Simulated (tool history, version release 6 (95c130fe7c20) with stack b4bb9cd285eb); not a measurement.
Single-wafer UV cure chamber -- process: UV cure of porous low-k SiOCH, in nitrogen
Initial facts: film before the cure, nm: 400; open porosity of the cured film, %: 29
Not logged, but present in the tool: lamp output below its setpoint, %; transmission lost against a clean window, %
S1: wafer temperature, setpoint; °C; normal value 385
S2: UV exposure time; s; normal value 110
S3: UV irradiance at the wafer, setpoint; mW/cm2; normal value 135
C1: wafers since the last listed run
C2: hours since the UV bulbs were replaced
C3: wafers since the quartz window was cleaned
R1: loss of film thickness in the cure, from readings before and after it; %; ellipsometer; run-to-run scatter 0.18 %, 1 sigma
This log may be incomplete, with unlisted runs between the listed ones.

{"run": 1, "day": 0.0, "S1": 385, "S2": 110, "S3": 135, "C1": 0, "C2": 2407.2, "C3": 799, "R1": 11.271}
{"run": 2, "day": 0.333, "S1": 385, "S2": 110, "S3": 135, "C1": 55, "C2": 2415.2, "C3": 854, "R1": 11.255}
{"run": 3, "day": 1.083, "S1": 385, "S2": 110, "S3": 135, "C1": 124, "C2": 2433.2, "C3": 978, "R1": 11.382}
{"run": 4, "day": 1.483, "S1": 385, "S2": 110, "S3": 135, "C1": 66, "C2": 2442.8, "C3": 1045, "R1": 11.007}
{"run": 5, "day": 1.983, "S1": 385, "S2": 110, "S3": 135, "C1": 82, "C2": 2454.8, "C3": 1127, "R1": 11.422}
{"run": 6, "day": 2.4, "S1": 385, "S2": 110, "S3": 135, "C1": 68, "C2": 2464.8, "C3": 1196, "R1": 11.536}
{"run": 7, "day": 2.946, "S1": 385, "S2": 110, "S3": 135, "C1": 90, "C2": 2477.9, "C3": 1287, "R1": 11.466}
{"run": 8, "day": 3.379, "S1": 385, "S2": 110, "S3": 135, "C1": 71, "C2": 2488.3, "C3": 1358, "R1": 11.347}
{"run": 9, "day": 4.096, "S1": 385, "S2": 110, "S3": 135, "C1": 118, "C2": 2505.5, "C3": 1477, "R1": 11.015}
{"run": 10, "day": 4.517, "S1": 385, "S2": 110, "S3": 135, "C1": 69, "C2": 2515.6, "C3": 1547, "R1": 11.664}
{"run": 11, "day": 5.117, "S1": 385, "S2": 160, "S3": 164, "C1": 99, "C2": 2530, "C3": 1646, "R1": 14.086}
{"run": 12, "day": 5.388, "S1": 385, "S2": 160, "S3": 164, "C1": 44, "C2": 2536.5, "C3": 1691, "R1": 14.465}
{"run": 13, "day": 6.929, "S1": 385, "S2": 160, "S3": 164, "C1": 255, "C2": 2573.5, "C3": 1946, "R1": 14.055}
{"run": 14, "day": 7.242, "S1": 399, "S2": 110, "S3": 135, "C1": 51, "C2": 2581, "C3": 1998, "R1": 11.395}
{"run": 15, "day": 7.704, "S1": 399, "S2": 110, "S3": 135, "C1": 76, "C2": 2592.1, "C3": 2074, "R1": 11.27}
{"run": 16, "day": 8.125, "S1": 399, "S2": 110, "S3": 135, "C1": 69, "C2": 2602.2, "C3": 2144, "R1": 11.356}
{"day": 9.075, "done": "UV bulbs replaced"}
{"run": 17, "day": 9.517, "S1": 385, "S2": 110, "S3": 135, "C1": 175, "C2": 10.6, "C3": 2319, "R1": 10.949}
{"run": 18, "day": 10.038, "S1": 385, "S2": 110, "S3": 135, "C1": 86, "C2": 23.1, "C3": 2405, "R1": 10.508}
{"run": 19, "day": 10.596, "S1": 385, "S2": 140, "S3": 135, "C1": 92, "C2": 36.5, "C3": 2498, "R1": 12.229}
{"run": 20, "day": 11.004, "S1": 372, "S2": 140, "S3": 172, "C1": 67, "C2": 46.3, "C3": 2565, "R1": 12.664}
{"run": 21, "day": 11.412, "S1": 404, "S2": 165, "S3": 98, "C1": 67, "C2": 56.1, "C3": 2633, "R1": 11.898}
{"run": 22, "day": 12.129, "S1": 385, "S2": 110, "S3": 135, "C1": 118, "C2": 73.3, "C3": 2751, "R1": 10.736}
{"run": 23, "day": 12.767, "S1": 385, "S2": 110, "S3": 135, "C1": 105, "C2": 88.6, "C3": 2857, "R1": 10.452}
{"run": 24, "day": 13.462, "S1": 385, "S2": 110, "S3": 156, "C1": 115, "C2": 105.3, "C3": 2972, "R1": 11.203}
{"run": 25, "day": 14.196, "S1": 385, "S2": 130, "S3": 161, "C1": 121, "C2": 122.9, "C3": 3093, "R1": 12.438}
{"run": 26, "day": 14.85, "S1": 405, "S2": 70, "S3": 121, "C1": 108, "C2": 138.6, "C3": 3202, "R1": 7.893}
{"run": 27, "day": 15.567, "S1": 397, "S2": 65, "S3": 121, "C1": 118, "C2": 155.8, "C3": 3320, "R1": 7.26}
{"day": 16.467, "done": "quartz window cleaned"}
{"run": 28, "day": 17.604, "S1": 385, "S2": 110, "S3": 135, "C1": 282, "C2": 204.7, "C3": 188, "R1": 11.648}
{"run": 29, "day": 18.2, "S1": 402, "S2": 45, "S3": 135, "C1": 98, "C2": 219, "C3": 286, "R1": 7.441}
{"run": 30, "day": 18.908, "S1": 385, "S2": 110, "S3": 135, "C1": 117, "C2": 236, "C3": 403, "R1": 11.134}
{"run": 31, "day": 19.512, "S1": 385, "S2": 175, "S3": 121, "C1": 99, "C2": 250.5, "C3": 503, "R1": 13.479}
{"run": 32, "day": 20.104, "S1": 369, "S2": 85, "S3": 107, "C1": 97, "C2": 264.7, "C3": 601, "R1": 8.559}
{"run": 33, "day": 20.754, "S1": 385, "S2": 110, "S3": 135, "C1": 107, "C2": 280.3, "C3": 709, "R1": 11.221}

Predict the results of run 34:
{"run": 34, "day": 21.354, "S1": 385, "S2": 60, "S3": 122, "C1": 99, "C2": 294.7, "C3": 808, "R1": "?"}

{"run 34": {"R1": 7.825}}
Take away the tool's hidden state, keep the run-to-run variation as it was, and the same run would have given R1 7.972 %.
